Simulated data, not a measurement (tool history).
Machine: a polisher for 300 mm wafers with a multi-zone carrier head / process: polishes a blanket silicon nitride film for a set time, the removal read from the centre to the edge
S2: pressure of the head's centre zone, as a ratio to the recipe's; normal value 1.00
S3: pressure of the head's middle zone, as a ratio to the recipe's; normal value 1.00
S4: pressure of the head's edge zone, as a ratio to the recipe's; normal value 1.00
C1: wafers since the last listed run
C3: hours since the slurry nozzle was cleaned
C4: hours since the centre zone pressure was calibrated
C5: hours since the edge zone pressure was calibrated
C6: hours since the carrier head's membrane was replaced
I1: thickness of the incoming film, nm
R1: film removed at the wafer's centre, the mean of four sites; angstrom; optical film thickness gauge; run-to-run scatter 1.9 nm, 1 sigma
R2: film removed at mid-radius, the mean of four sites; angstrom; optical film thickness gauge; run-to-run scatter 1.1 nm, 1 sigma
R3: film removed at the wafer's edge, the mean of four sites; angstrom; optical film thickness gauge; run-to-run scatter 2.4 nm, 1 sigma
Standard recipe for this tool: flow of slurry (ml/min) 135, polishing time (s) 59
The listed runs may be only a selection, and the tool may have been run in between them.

run 1 hour=0.0 | flow_of_slurry_(ml/min)=135 S2=1.00 S3=1.03 S4=1.00 polishing_time_(s)=59 | C1=0 wafers_polished_on_this_pad=912 C3=571.0 C4=654.0 C5=90.5 C6=1063.6 | I1=738.2 | R1=1583 R2=1626 R3=1590
run 2 hour=14.9 | flow_of_slurry_(ml/min)=135 S2=1.00 S3=0.93 S4=1.00 polishing_time_(s)=59 | C1=157 wafers_polished_on_this_pad=1070 C3=585.9 C4=668.9 C5=105.4 C6=1078.5 | I1=739.2 | R1=1556 R2=1479 R3=1600
run 3 hour=49.9 | flow_of_slurry_(ml/min)=95 S2=0.89 S3=0.94 S4=1.10 polishing_time_(s)=59 | C1=370 wafers_polished_on_this_pad=1440 C3=620.9 C4=703.9 C5=140.4 C6=1113.5 | I1=742.0 | R1=1272 R2=1367 R3=1582
run 4 hour=77.2 | flow_of_slurry_(ml/min)=170 S2=1.00 S3=1.00 S4=1.00 polishing_time_(s)=74 | C1=289 wafers_polished_on_this_pad=1730 C3=648.2 C4=731.2 C5=167.7 C6=1140.8 | I1=733.0 | R1=2045 R2=2071 R3=2073
-- hour=110.5 centre zone pressure recalibrated
-- hour=111.5 worn pad replaced by a new one
run 5 hour=112.0 | flow_of_slurry_(ml/min)=135 S2=1.00 S3=1.00 S4=1.00 polishing_time_(s)=59 | C1=336 wafers_polished_on_this_pad=5 C3=683.0 C4=1.5 C5=202.5 C6=1175.6 | I1=727.0 | R1=1563 R2=1544 R3=1593
run 6 hour=125.2 | flow_of_slurry_(ml/min)=135 S2=0.92 S3=0.91 S4=1.00 polishing_time_(s)=59 | C1=139 wafers_polished_on_this_pad=145 C3=696.2 C4=14.7 C5=215.7 C6=1188.8 | I1=725.6 | R1=1411 R2=1426 R3=1597
run 7 hour=155.4 | flow_of_slurry_(ml/min)=135 S2=1.00 S3=1.00 S4=1.00 polishing_time_(s)=59 | C1=319 wafers_polished_on_this_pad=465 C3=726.4 C4=44.9 C5=245.9 C6=1219.0 | I1=717.3 | R1=1535 R2=1546 R3=1562
-- hour=165.4 slurry nozzle cleaned
run 8 hour=245.0 | flow_of_slurry_(ml/min)=155 S2=0.96 S3=1.00 S4=1.06 polishing_time_(s)=39 | C1=938 wafers_polished_on_this_pad=1403 C3=79.6 C4=134.5 C5=335.5 C6=1308.6 | I1=728.6 | R1=924 R2=990 R3=1037
run 9 hour=274.3 | flow_of_slurry_(ml/min)=135 S2=1.00 S3=1.00 S4=1.09 polishing_time_(s)=59 | C1=310 wafers_polished_on_this_pad=1713 C3=108.9 C4=163.8 C5=364.8 C6=1337.9 | I1=738.1 | R1=1405 R2=1436 R3=1569
run 10 hour=303.5 | flow_of_slurry_(ml/min)=135 S2=0.92 S3=1.00 S4=1.07 polishing_time_(s)=59 | C1=309 wafers_polished_on_this_pad=2022 C3=138.1 C4=193.0 C5=394.0 C6=1367.1 | I1=728.3 | R1=1283 R2=1420 R3=1539
-- hour=314.0 worn pad replaced by a new one
run 11 hour=315.9 | flow_of_slurry_(ml/min)=135 S2=0.93 S3=1.06 S4=0.90 polishing_time_(s)=40 | C1=88 wafers_polished_on_this_pad=20 C3=150.5 C4=205.4 C5=406.4 C6=1379.5 | I1=724.5 | R1=890 R2=1012 R3=948
-- hour=337.5 slurry nozzle cleaned, repeated, since the last time left the tool worse
-- hour=339.2 carrier head's membrane replaced by a new one
run 12 hour=339.7 | flow_of_slurry_(ml/min)=135 S2=1.00 S3=1.00 S4=1.07 polishing_time_(s)=59 | C1=223 wafers_polished_on_this_pad=244 C3=2.2 C4=229.2 C5=430.2 C6=0.5 | I1=719.5 | R1=1666 R2=1669 R3=1687
run 13 hour=358.9 | flow_of_slurry_(ml/min)=135 S2=1.00 S3=1.00 S4=1.00 polishing_time_(s)=59 | C1=203 wafers_polished_on_this_pad=447 C3=21.4 C4=248.4 C5=449.4 C6=19.7 | I1=740.9 | R1=1692 R2=1704 R3=1646
run 14 hour=393.0 | flow_of_slurry_(ml/min)=135 S2=1.00 S3=1.00 S4=1.00 polishing_time_(s)=67 | C1=361 wafers_polished_on_this_pad=808 C3=55.5 C4=282.5 C5=483.5 C6=53.8 | I1=733.2 | R1=1879 R2=1909 R3=1822
run 15 hour=408.1 | flow_of_slurry_(ml/min)=105 S2=1.09 S3=0.96 S4=1.00 polishing_time_(s)=65 | C1=159 wafers_polished_on_this_pad=968 C3=70.6 C4=297.6 C5=498.6 C6=68.9 | I1=731.2 | R1=1890 R2=1683 R3=1779
run 16 hour=430.1 | flow_of_slurry_(ml/min)=135 S2=1.00 S3=1.00 S4=1.00 polishing_time_(s)=59 | C1=232 wafers_polished_on_this_pad=1201 C3=92.6 C4=319.6 C5=520.6 C6=90.9 | I1=730.3 | R1=1694 R2=1648 R3=1683
run 17 hour=456.9 | flow_of_slurry_(ml/min)=135 S2=1.00 S3=1.00 S4=1.00 polishing_time_(s)=38 | C1=283 wafers_polished_on_this_pad=1485 C3=119.4 C4=346.4 C5=547.4 C6=117.7 | I1=732.2 | R1=1084 R2=1071 R3=1068
run 18 hour=473.4 | flow_of_slurry_(ml/min)=135 S2=1.00 S3=1.00 S4=0.90 polishing_time_(s)=59 | C1=174 wafers_polished_on_this_pad=1660 C3=135.9 C4=362.9 C5=563.9 C6=134.2 | I1=727.0 | R1=1675 R2=1665 R3=1552
run 19 hour=487.6 | flow_of_slurry_(ml/min)=115 S2=1.00 S3=0.95 S4=1.09 polishing_time_(s)=66 | C1=150 wafers_polished_on_this_pad=1810 C3=150.1 C4=377.1 C5=578.1 C6=148.4 | I1=728.4 | R1=1817 R2=1750 R3=1907
-- hour=515.0 worn pad replaced by a new one
run 20 hour=522.3 | flow_of_slurry_(ml/min)=135 S2=1.00 S3=1.00 S4=1.00 polishing_time_(s)=59 | C1=325 wafers_polished_on_this_pad=77 C3=184.8 C4=411.8 C5=612.8 C6=183.1 | I1=739.6 | R1=1659 R2=1659 R3=1637
run 21 hour=553.1 | flow_of_slurry_(ml/min)=120 S2=1.12 S3=1.00 S4=1.09 polishing_time_(s)=48 | C1=326 wafers_polished_on_this_pad=403 C3=215.6 C4=442.6 C5=643.6 C6=213.9 | I1=717.1 | R1=1457 R2=1331 R3=1400
run 22 hour=584.6 | flow_of_slurry_(ml/min)=135 S2=1.12 S3=0.96 S4=1.00 polishing_time_(s)=59 | C1=333 wafers_polished_on_this_pad=737 C3=247.1 C4=474.1 C5=675.1 C6=245.4 | I1=728.5 | R1=1823 R2=1616 R3=1623

What the log doesn't show, run by run:
removal rate lost through wear of the pad, %: 0, the same for each run
deviation of the centre zone's pressure from its setpoint, %: 0, the same for each run
deviation of the edge zone's pressure from its setpoint, %: 0, the same for each run
H1: slurry flow missing at the pad, %
run=1 H1=23.1
run=2 H1=24
run=3 H1=26.4
run=4 H1=28.3
run=5 H1=30.8
run=6 H1=31.8
run=7 H1=34.2
run=8 H1=50.7
run=9 H1=51
run=10 H1=51.4
run=11 H1=51.6
run=12 H1=1.38
run=13 H1=1.41
run=14 H1=1.55
run=15 H1=1.66
run=16 H1=1.86
run=17 H1=2.17
run=18 H1=2.4
run=19 H1=2.63
run=20 H1=3.27
run=21 H1=3.95
run=22 H1=4.75
